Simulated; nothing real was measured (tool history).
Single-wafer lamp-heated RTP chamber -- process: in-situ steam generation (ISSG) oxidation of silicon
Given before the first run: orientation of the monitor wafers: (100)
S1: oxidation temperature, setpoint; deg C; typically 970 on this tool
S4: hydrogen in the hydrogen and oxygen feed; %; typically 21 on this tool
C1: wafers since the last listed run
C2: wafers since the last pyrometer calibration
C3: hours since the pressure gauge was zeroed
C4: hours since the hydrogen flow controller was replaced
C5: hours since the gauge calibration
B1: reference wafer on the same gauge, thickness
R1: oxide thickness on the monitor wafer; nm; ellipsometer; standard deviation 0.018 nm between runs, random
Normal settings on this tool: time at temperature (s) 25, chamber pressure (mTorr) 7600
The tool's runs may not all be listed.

run 1 hour=0 | S1=960 time_at_temperature_(s)=25 chamber_pressure_(mTorr)=7600 S4=24 | C1=0 C2=572 C3=4436 C4=4773.2 C5=583 | B1=4.174 | R1=5.105
run 2 hour=30.9 | S1=970 time_at_temperature_(s)=25 chamber_pressure_(mTorr)=7600 S4=21 | C1=352 C2=924 C3=4466.9 C4=4804.1 C5=613.9 | B1=4.176 | R1=5.204
run 3 hour=61.2 | S1=970 time_at_temperature_(s)=25 chamber_pressure_(mTorr)=7600 S4=21 | C1=345 C2=1269 C3=4497.2 C4=4834.4 C5=644.2 | B1=4.185 | R1=5.25
run 4 hour=92.2 | S1=970 time_at_temperature_(s)=25 chamber_pressure_(mTorr)=7600 S4=21 | C1=353 C2=1623 C3=4528.2 C4=4865.4 C5=675.2 | B1=4.178 | R1=5.259
run 5 hour=107.8 | S1=977 time_at_temperature_(s)=25 chamber_pressure_(mTorr)=8800 S4=21 | C1=177 C2=1801 C3=4543.8 C4=4881 C5=690.8 | B1=4.18 | R1=5.377
run 6 hour=122.4 | S1=970 time_at_temperature_(s)=25 chamber_pressure_(mTorr)=7600 S4=25 | C1=166 C2=1967 C3=4558.4 C4=4895.6 C5=705.4 | B1=4.184 | R1=5.512
-- hour=152.9 gauge calibrated
-- hour=172.2 pyrometer window cleaned and pyrometer calibrated
run 7 hour=210 | S1=970 time_at_temperature_(s)=25 chamber_pressure_(mTorr)=7600 S4=21 | C1=907 C2=430 C3=4646 C4=4983.2 C5=57.1 | B1=4.17 | R1=5.183
run 8 hour=233 | S1=970 time_at_temperature_(s)=25 chamber_pressure_(mTorr)=7600 S4=21 | C1=262 C2=692 C3=4669 C4=5006.2 C5=80.1 | B1=4.187 | R1=5.198
run 9 hour=267.5 | S1=970 time_at_temperature_(s)=25 chamber_pressure_(mTorr)=7600 S4=21 | C1=393 C2=1085 C3=4703.5 C4=5040.7 C5=114.6 | B1=4.19 | R1=5.238
run 10 hour=289 | S1=970 time_at_temperature_(s)=25 chamber_pressure_(mTorr)=7600 S4=21 | C1=245 C2=1331 C3=4725 C4=5062.2 C5=136.1 | B1=4.176 | R1=5.27
run 11 hour=320.8 | S1=970 time_at_temperature_(s)=25 chamber_pressure_(mTorr)=7600 S4=21 | C1=362 C2=1693 C3=4756.8 C4=5094 C5=167.9 | B1=4.18 | R1=5.259
run 12 hour=334 | S1=970 time_at_temperature_(s)=25 chamber_pressure_(mTorr)=7600 S4=21 | C1=150 C2=1844 C3=4770 C4=5107.2 C5=181.1 | B1=4.178 | R1=5.276
run 13 hour=348.7 | S1=970 time_at_temperature_(s)=35 chamber_pressure_(mTorr)=7600 S4=14 | C1=167 C2=2011 C3=4784.7 C4=5121.9 C5=195.8 | B1=4.175 | R1=5.715
-- hour=360.8 pyrometer window cleaned and pyrometer calibrated
run 14 hour=368.4 | S1=986 time_at_temperature_(s)=19 chamber_pressure_(mTorr)=8100 S4=26 | C1=133 C2=86 C3=4804.4 C4=5141.6 C5=215.5 | B1=4.184 | R1=5.022
run 15 hour=425.9 | S1=952 time_at_temperature_(s)=32 chamber_pressure_(mTorr)=7600 S4=29 | C1=655 C2=742 C3=4861.9 C4=5199.1 C5=273 | B1=4.177 | R1=5.847
run 16 hour=442.9 | S1=981 time_at_temperature_(s)=25 chamber_pressure_(mTorr)=8500 S4=18 | C1=193 C2=936 C3=4878.9 C4=5216.1 C5=290 | B1=4.18 | R1=5.242
run 17 hour=467.6 | S1=970 time_at_temperature_(s)=25 chamber_pressure_(mTorr)=7600 S4=21 | C1=281 C2=1217 C3=4903.6 C4=5240.8 C5=314.7 | B1=4.179 | R1=5.248
-- hour=479.1 pressure gauge zeroed
run 18 hour=489.5 | S1=982 time_at_temperature_(s)=22 chamber_pressure_(mTorr)=8100 S4=16 | C1=158 C2=1376 C3=10.4 C4=5262.7 C5=336.6 | B1=4.182 | R1=4.87
-- hour=507.8 hydrogen flow controller replaced
run 19 hour=517.4 | S1=970 time_at_temperature_(s)=25 chamber_pressure_(mTorr)=7600 S4=21 | C1=226 C2=1603 C3=38.3 C4=9.6 C5=364.5 | B1=4.178 | R1=5.256
-- hour=542.8 pyrometer window cleaned and pyrometer calibrated
run 20 hour=543.3 | S1=983 time_at_temperature_(s)=30 chamber_pressure_(mTorr)=7600 S4=21 | C1=204 C2=5 C3=64.2 C4=35.5 C5=390.4 | B1=4.184 | R1=5.811
run 21 hour=568.2 | S1=970 time_at_temperature_(s)=25 chamber_pressure_(mTorr)=7600 S4=21 | C1=283 C2=289 C3=89.1 C4=60.4 C5=415.3 | B1=4.18 | R1=5.1
run 22 hour=584 | S1=957 time_at_temperature_(s)=32 chamber_pressure_(mTorr)=8700 S4=21 | C1=180 C2=469 C3=104.9 C4=76.2 C5=431.1 | B1=4.175 | R1=5.494
run 23 hour=615.3 | S1=970 time_at_temperature_(s)=25 chamber_pressure_(mTorr)=7600 S4=18 | C1=356 C2=826 C3=136.2 C4=107.5 C5=462.4 | B1=4.171 | R1=5.044
run 24 hour=627.8 | S1=970 time_at_temperature_(s)=25 chamber_pressure_(mTorr)=7600 S4=21 | C1=142 C2=968 C3=148.7 C4=120 C5=474.9 | B1=4.179 | R1=5.233
run 25 hour=665.5 | S1=951 time_at_temperature_(s)=25 chamber_pressure_(mTorr)=8600 S4=21 | C1=429 C2=1398 C3=186.4 C4=157.7 C5=512.6 | B1=4.179 | R1=4.89
run 26 hour=688 | S1=970 time_at_temperature_(s)=25 chamber_pressure_(mTorr)=7600 S4=17 | C1=256 C2=1655 C3=208.9 C4=180.2 C5=535.1 | B1=4.181 | R1=4.994
run 27 hour=723.6 | S1=970 time_at_temperature_(s)=25 chamber_pressure_(mTorr)=7600 S4=21 | C1=405 C2=2060 C3=244.5 C4=215.8 C5=570.7 | B1=4.176 | R1=5.261
run 28 hour=742 | S1=981 time_at_temperature_(s)=25 chamber_pressure_(mTorr)=8100 S4=16 | C1=209 C2=2270 C3=262.9 C4=234.2 C5=589.1 | B1=4.175 | R1=5.18
-- hour=756.5 pyrometer window cleaned and pyrometer calibrated
run 29 hour=784.4 | S1=970 time_at_temperature_(s)=25 chamber_pressure_(mTorr)=7600 S4=21 | C1=392 C2=318 C3=305.3 C4=276.6 C5=631.5 | B1=4.187 | R1=5.143
run 30 hour=803.4 | S1=970 time_at_temperature_(s)=35 chamber_pressure_(mTorr)=7600 S4=30 | C1=216 C2=534 C3=324.3 C4=295.6 C5=650.5 | B1=4.185 | R1=6.667
run 31 hour=821.3 | S1=959 time_at_temperature_(s)=33 chamber_pressure_(mTorr)=6900 S4=13 | C1=204 C2=739 C3=342.2 C4=313.5 C5=668.4 | B1=4.182 | R1=5.095
run 32 hour=844.2 | S1=970 time_at_temperature_(s)=25 chamber_pressure_(mTorr)=7600 S4=21 | C1=261 C2=1000 C3=365.1 C4=336.4 C5=691.3 | B1=4.182 | R1=5.221

Describe how what the log doesn't record of the tool's condition differs between the last listed run preceding each entry between runs and the first listed run following it.
Between runs 6 and 7: gauge calibrated (hour 152.9); pyrometer window cleaned and pyrometer calibrated (hour 172.2)
  true wafer temperature minus pyrometer reading, K: 9.97 -> 6.03
  measured less the result without the state, R1: +0.202 -> +0.114 nm
Between runs 13 and 14: pyrometer window cleaned and pyrometer calibrated (hour 360.8)
  true wafer temperature minus pyrometer reading, K: 11.3 -> 2.4
  measured less the result without the state, R1: +0.255 -> +0.045 nm
Between runs 17 and 18: pressure gauge zeroed (hour 479.1)
  true wafer temperature minus pyrometer reading, K: 9.56 -> 10.2
  measured less the result without the state, R1: +0.184 -> +0.187 nm
Between runs 18 and 19: hydrogen flow controller replaced (hour 507.8)
  true wafer temperature minus pyrometer reading, K: 10.2 -> 10.7
  measured less the result without the state, R1: +0.187 -> +0.206 nm
Between runs 19 and 20: pyrometer window cleaned and pyrometer calibrated (hour 542.8)
  true wafer temperature minus pyrometer reading, K: 10.7 -> 0.37
  measured less the result without the state, R1: +0.206 -> +0.009 nm
Between runs 28 and 29: pyrometer window cleaned and pyrometer calibrated (hour 756.5)
  true wafer temperature minus pyrometer reading, K: 10.2 -> 4.72
  measured less the result without the state, R1: +0.206 -> +0.088 nm
